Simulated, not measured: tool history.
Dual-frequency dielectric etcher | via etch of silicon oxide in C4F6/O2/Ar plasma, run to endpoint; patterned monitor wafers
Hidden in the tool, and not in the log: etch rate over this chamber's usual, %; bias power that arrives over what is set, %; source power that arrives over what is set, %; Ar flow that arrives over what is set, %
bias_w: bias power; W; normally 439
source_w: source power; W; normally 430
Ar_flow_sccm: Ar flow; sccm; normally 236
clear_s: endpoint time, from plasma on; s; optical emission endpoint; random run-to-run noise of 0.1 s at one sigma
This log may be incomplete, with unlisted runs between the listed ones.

| run | hour | bias_w | source_w | Ar_flow_sccm | wafers since the last listed run | hours since the last wet clean | hours since the last bias power generator calibration | hours since the last source power generator calibration | hours since the last Ar flow controller change | hours since the last upper electrode change | incoming incoming film thickness, nm | clear_s |
|---|---|---|---|---|---|---|---|---|---|---|---|---|
| 1 | 0 | 439 | 430 | 236 | 0 | 448 | 1921.2 | 2506.9 | 667.3 | 2370.4 | 165.1 | 34.3 |
| 2 | 81.9 | 439 | 430 | 236 | 610 | 529.9 | 2003.1 | 2588.8 | 749.2 | 2452.3 | 166.2 | 34.9 |
| 3 | 178.7 | 439 | 430 | 236 | 721 | 626.7 | 2099.9 | 2685.6 | 846 | 2549.1 | 164.1 | 34.4 |
|  | 233.1 | wet clean of the chamber |
| 4 | 237 | 439 | 430 | 236 | 255 | 3.9 | 2158.2 | 2743.9 | 904.3 | 2607.4 | 166.2 | 34.3 |
| 5 | 324.5 | 439 | 430 | 236 | 652 | 91.4 | 2245.7 | 2831.4 | 991.8 | 2694.9 | 165.6 | 34.3 |
| 6 | 427.1 | 439 | 430 | 236 | 764 | 194 | 2348.3 | 2934 | 1094.4 | 2797.5 | 165 | 34.2 |
| 7 | 518.7 | 439 | 430 | 236 | 682 | 285.6 | 2439.9 | 3025.6 | 1186 | 2889.1 | 165.5 | 34.3 |
| 8 | 562.6 | 439 | 430 | 236 | 327 | 329.5 | 2483.8 | 3069.5 | 1229.9 | 2933 | 165.1 | 34.3 |
| 9 | 615.9 | 439 | 430 | 236 | 397 | 382.8 | 2537.1 | 3122.8 | 1283.2 | 2986.3 | 164.9 | 34.3 |
|  | 757.5 | wet clean of the chamber |
| 10 | 881.1 | 439 | 430 | 236 | 1797 | 123.6 | 2802.3 | 3388 | 1548.4 | 3251.5 | 167 | 34.5 |
| 11 | 971.2 | 490 | 430 | 236 | 671 | 213.7 | 2892.4 | 3478.1 | 1638.5 | 3341.6 | 165.4 | 32.7 |
|  | 1053 | upper electrode replaced |
| 12 | 1053.5 | 490 | 430 | 236 | 434 | 296 | 2974.7 | 3560.4 | 1720.8 | 0.5 | 167.2 | 33.4 |
| 13 | 1107.2 | 439 | 480 | 236 | 400 | 349.7 | 3028.4 | 3614.1 | 1774.5 | 54.2 | 164.7 | 33.4 |
| 14 | 1190.5 | 382 | 430 | 236 | 620 | 433 | 3111.7 | 3697.4 | 1857.8 | 137.5 | 166.3 | 36.8 |
|  | 1214.4 | Ar flow controller replaced |
|  | 1228.4 | bias power generator calibrated |
| 15 | 1251.9 | 439 | 430 | 236 | 383 | 494.4 | 23.5 | 3758.8 | 37.5 | 198.9 | 165 | 35.4 |
| 16 | 1308.5 | 378 | 400 | 236 | 421 | 551 | 80.1 | 3815.4 | 94.1 | 255.5 | 166.6 | 38.6 |
|  | 1379 | wet clean of the chamber |
| 17 | 1409.9 | 439 | 430 | 236 | 576 | 30.9 | 181.5 | 3916.8 | 195.5 | 356.9 | 164.1 | 34.6 |
| 18 | 1511.9 | 395 | 520 | 236 | 760 | 132.9 | 283.5 | 4018.8 | 297.5 | 458.9 | 164.4 | 34.3 |
| 19 | 1567 | 332 | 380 | 283 | 410 | 188 | 338.6 | 4073.9 | 352.6 | 514 | 164.4 | 41 |
|  | 1587.3 | source power generator calibrated |
| 20 | 1645.1 | 335 | 490 | 236 | 552 | 266.1 | 416.7 | 57.8 | 430.7 | 592.1 | 165.6 | 37.7 |
| 21 | 1736.9 | 439 | 430 | 199 | 684 | 357.9 | 508.5 | 149.6 | 522.5 | 683.9 | 164.5 | 34.2 |
| 22 | 1810.9 | 439 | 540 | 236 | 551 | 431.9 | 582.5 | 223.6 | 596.5 | 757.9 | 165.3 | 33.1 |
| 23 | 1856.5 | 503 | 430 | 236 | 339 | 477.5 | 628.1 | 269.2 | 642.1 | 803.5 | 165.8 | 33.4 |
| 24 | 1959.8 | 439 | 430 | 236 | 770 | 580.8 | 731.4 | 372.5 | 745.4 | 906.8 | 166.4 | 35.4 |
|  | 1995.2 | wet clean of the chamber |
| 25 | 2044.6 | 335 | 490 | 236 | 453 | 49.4 | 816.2 | 457.3 | 830.2 | 991.6 | 164.7 | 37.3 |
| 26 | 2103.9 | 439 | 430 | 236 | 442 | 108.7 | 875.5 | 516.6 | 889.5 | 1050.9 | 163.6 | 34.2 |

Here are 5 independent what-if runs from the current tool condition. What would each one return?
| A | 2104.3 | 476 | 430 | 236 | 2 | 109.1 | 875.9 | 517 | 889.9 | 1051.3 | 164 | ? |
| B | 2104.3 | 350 | 430 | 236 | 2 | 109.1 | 875.9 | 517 | 889.9 | 1051.3 | 164 | ? |
| C | 2104.3 | 503 | 350 | 277 | 2 | 109.1 | 875.9 | 517 | 889.9 | 1051.3 | 164 | ? |
| D | 2104.3 | 330 | 510 | 281 | 2 | 109.1 | 875.9 | 517 | 889.9 | 1051.3 | 164 | ? |
| E | 2104.3 | 519 | 460 | 236 | 2 | 109.1 | 875.9 | 517 | 889.9 | 1051.3 | 164 | ? |

| run | clear_s |
|---|---|
| A | 33.3 |
| B | 37.8 |
| C | 34.8 |
| D | 37.7 |
| E | 31.6 |
The same runs, with their run-to-run variation unchanged, on a tool lacking any hidden condition would have given:
| run | clear_s |
|---|---|
| A | 33.5 |
| B | 38 |
| C | 35 |
| D | 37.8 |
| E | 31.8 |

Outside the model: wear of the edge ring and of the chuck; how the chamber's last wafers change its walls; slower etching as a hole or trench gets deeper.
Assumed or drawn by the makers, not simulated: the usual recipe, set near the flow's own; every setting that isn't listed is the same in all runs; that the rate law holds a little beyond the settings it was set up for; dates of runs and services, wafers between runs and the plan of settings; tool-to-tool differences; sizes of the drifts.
